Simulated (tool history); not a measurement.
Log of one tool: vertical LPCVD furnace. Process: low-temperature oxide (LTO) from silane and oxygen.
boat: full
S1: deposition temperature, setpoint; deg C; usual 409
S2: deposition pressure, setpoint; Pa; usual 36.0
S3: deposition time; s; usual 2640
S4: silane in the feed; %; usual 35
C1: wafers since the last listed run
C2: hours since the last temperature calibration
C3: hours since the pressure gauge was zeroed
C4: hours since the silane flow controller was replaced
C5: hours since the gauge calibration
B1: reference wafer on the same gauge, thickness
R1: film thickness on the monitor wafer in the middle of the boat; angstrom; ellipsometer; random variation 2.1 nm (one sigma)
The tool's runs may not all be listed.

{"run": 1, "hour": 0.0, "S1": 416, "S2": 36.0, "S3": 2640, "S4": 35, "C1": 0, "C2": 2137.2, "C3": 1605.5, "C4": 4004.0, "C5": 248.8, "B1": 536.53, "R1": 4922.3}
{"run": 2, "hour": 14.4, "S1": 409, "S2": 36.0, "S3": 2880, "S4": 38, "C1": 150, "C2": 2151.6, "C3": 1619.9, "C4": 4018.4, "C5": 263.2, "B1": 535.37, "R1": 5556.5}
{"run": 3, "hour": 48.8, "S1": 409, "S2": 36.0, "S3": 2640, "S4": 35, "C1": 358, "C2": 2186.0, "C3": 1654.3, "C4": 4052.8, "C5": 297.6, "B1": 535.77, "R1": 4581.7}
{"run": 4, "hour": 83.8, "S1": 409, "S2": 36.0, "S3": 2640, "S4": 35, "C1": 364, "C2": 2221.0, "C3": 1689.3, "C4": 4087.8, "C5": 332.6, "B1": 536.14, "R1": 4574.0}
{"run": 5, "hour": 101.8, "S1": 409, "S2": 36.0, "S3": 2640, "S4": 35, "C1": 187, "C2": 2239.0, "C3": 1707.3, "C4": 4105.8, "C5": 350.6, "B1": 536.03, "R1": 4549.5}
{"run": 6, "hour": 124.5, "S1": 409, "S2": 36.0, "S3": 2640, "S4": 35, "C1": 236, "C2": 2261.7, "C3": 1730.0, "C4": 4128.5, "C5": 373.3, "B1": 535.35, "R1": 4540.8}
{"run": 7, "hour": 144.5, "S1": 409, "S2": 36.0, "S3": 2640, "S4": 35, "C1": 208, "C2": 2281.7, "C3": 1750.0, "C4": 4148.5, "C5": 393.3, "B1": 535.25, "R1": 4539.1}
{"run": 8, "hour": 179.6, "S1": 409, "S2": 36.0, "S3": 2640, "S4": 35, "C1": 365, "C2": 2316.8, "C3": 1785.1, "C4": 4183.6, "C5": 428.4, "B1": 536.51, "R1": 4564.3}
{"hour": 258.2, "done": "thermocouples replaced and temperature profile calibrated"}
{"run": 9, "hour": 286.8, "S1": 409, "S2": 36.0, "S3": 2640, "S4": 35, "C1": 866, "C2": 28.6, "C3": 1892.3, "C4": 4290.8, "C5": 535.6, "B1": 535.59, "R1": 4568.5}
{"run": 10, "hour": 304.7, "S1": 409, "S2": 36.0, "S3": 2640, "S4": 35, "C1": 186, "C2": 46.5, "C3": 1910.2, "C4": 4308.7, "C5": 553.5, "B1": 535.55, "R1": 4576.9}
{"run": 11, "hour": 340.2, "S1": 409, "S2": 36.0, "S3": 2640, "S4": 35, "C1": 369, "C2": 82.0, "C3": 1945.7, "C4": 4344.2, "C5": 589.0, "B1": 536.05, "R1": 4573.2}
{"run": 12, "hour": 363.9, "S1": 418, "S2": 36.0, "S3": 2640, "S4": 31, "C1": 246, "C2": 105.7, "C3": 1969.4, "C4": 4367.9, "C5": 612.7, "B1": 536.44, "R1": 4283.7}
{"run": 13, "hour": 396.0, "S1": 409, "S2": 36.0, "S3": 2220, "S4": 35, "C1": 334, "C2": 137.8, "C3": 2001.5, "C4": 4400.0, "C5": 644.8, "B1": 536.09, "R1": 3846.1}
{"hour": 425.5, "done": "pressure gauge zeroed"}
{"run": 14, "hour": 426.0, "S1": 398, "S2": 36.0, "S3": 2640, "S4": 35, "C1": 62, "C2": 167.8, "C3": 0.5, "C4": 4430.0, "C5": 674.8, "B1": 535.62, "R1": 4013.0}
{"hour": 439.1, "done": "gauge calibrated"}
{"run": 15, "hour": 440.2, "S1": 409, "S2": 39.3, "S3": 3180, "S4": 35, "C1": 147, "C2": 182.0, "C3": 14.7, "C4": 4444.2, "C5": 1.1, "B1": 536.12, "R1": 6035.0}
{"run": 16, "hour": 466.2, "S1": 418, "S2": 32.0, "S3": 1920, "S4": 35, "C1": 270, "C2": 208.0, "C3": 40.7, "C4": 4470.2, "C5": 27.1, "B1": 536.84, "R1": 3215.4}
{"run": 17, "hour": 483.9, "S1": 409, "S2": 36.0, "S3": 1860, "S4": 35, "C1": 184, "C2": 225.7, "C3": 58.4, "C4": 4487.9, "C5": 44.8, "B1": 535.54, "R1": 3184.9}
{"run": 18, "hour": 515.0, "S1": 421, "S2": 36.0, "S3": 3270, "S4": 30, "C1": 323, "C2": 256.8, "C3": 89.5, "C4": 4519.0, "C5": 75.9, "B1": 536.25, "R1": 5242.3}
{"run": 19, "hour": 529.5, "S1": 417, "S2": 31.3, "S3": 3210, "S4": 38, "C1": 151, "C2": 271.3, "C3": 104.0, "C4": 4533.5, "C5": 90.4, "B1": 535.99, "R1": 5805.1}
{"run": 20, "hour": 558.2, "S1": 409, "S2": 36.0, "S3": 2100, "S4": 35, "C1": 298, "C2": 300.0, "C3": 132.7, "C4": 4562.2, "C5": 119.1, "B1": 536.55, "R1": 3661.5}
{"run": 21, "hour": 570.2, "S1": 409, "S2": 42.7, "S3": 3660, "S4": 35, "C1": 125, "C2": 312.0, "C3": 144.7, "C4": 4574.2, "C5": 131.1, "B1": 536.42, "R1": 7479.6}
{"hour": 629.7, "done": "silane flow controller replaced"}
{"run": 22, "hour": 646.9, "S1": 409, "S2": 36.0, "S3": 2640, "S4": 35, "C1": 548, "C2": 388.7, "C3": 221.4, "C4": 17.2, "C5": 207.8, "B1": 535.89, "R1": 4572.1}
{"run": 23, "hour": 675.4, "S1": 409, "S2": 36.0, "S3": 2640, "S4": 35, "C1": 296, "C2": 417.2, "C3": 249.9, "C4": 45.7, "C5": 236.3, "B1": 536.4, "R1": 4582.7}
{"run": 24, "hour": 733.0, "S1": 409, "S2": 39.3, "S3": 2640, "S4": 31, "C1": 600, "C2": 474.8, "C3": 307.5, "C4": 103.3, "C5": 293.9, "B1": 536.19, "R1": 4201.7}
{"run": 25, "hour": 756.5, "S1": 409, "S2": 36.0, "S3": 2640, "S4": 35, "C1": 244, "C2": 498.3, "C3": 331.0, "C4": 126.8, "C5": 317.4, "B1": 535.84, "R1": 4561.5}
{"run": 26, "hour": 785.7, "S1": 409, "S2": 36.0, "S3": 2640, "S4": 35, "C1": 304, "C2": 527.5, "C3": 360.2, "C4": 156.0, "C5": 346.6, "B1": 536.78, "R1": 4536.3}
{"run": 27, "hour": 810.7, "S1": 409, "S2": 40.0, "S3": 3240, "S4": 35, "C1": 260, "C2": 552.5, "C3": 385.2, "C4": 181.0, "C5": 371.6, "B1": 535.87, "R1": 6232.1}

Forecast each of these 5 alternatives for the next run:
{"run": "A", "hour": 815.0, "S1": 409, "S2": 36.0, "S3": 2640, "S4": 35, "C1": 44, "C2": 556.8, "C3": 389.5, "C4": 185.3, "C5": 375.9, "B1": "?", "R1": "?"}
{"run": "B", "hour": 815.0, "S1": 409, "S2": 31.3, "S3": 2640, "S4": 40, "C1": 44, "C2": 556.8, "C3": 389.5, "C4": 185.3, "C5": 375.9, "B1": "?", "R1": "?"}
{"run": "C", "hour": 815.0, "S1": 409, "S2": 36.0, "S3": 3240, "S4": 35, "C1": 44, "C2": 556.8, "C3": 389.5, "C4": 185.3, "C5": 375.9, "B1": "?", "R1": "?"}
{"run": "D", "hour": 815.0, "S1": 404, "S2": 43.3, "S3": 3060, "S4": 37, "C1": 44, "C2": 556.8, "C3": 389.5, "C4": 185.3, "C5": 375.9, "B1": "?", "R1": "?"}
{"run": "E", "hour": 815.0, "S1": 409, "S2": 40.0, "S3": 2640, "S4": 35, "C1": 44, "C2": 556.8, "C3": 389.5, "C4": 185.3, "C5": 375.9, "B1": "?", "R1": "?"}

run=A B1=535.77 R1=4549.5
run=B B1=535.77 R1=4671.2
run=C B1=535.77 R1=5583.4
run=D B1=535.77 R1=6450.6
run=E B1=535.77 R1=5055.0
Without the tool's hidden state the same runs would have given:
run=A R1=4549.5
run=B R1=4671.2
run=C R1=5583.4
run=D R1=6450.6
run=E R1=5055.0
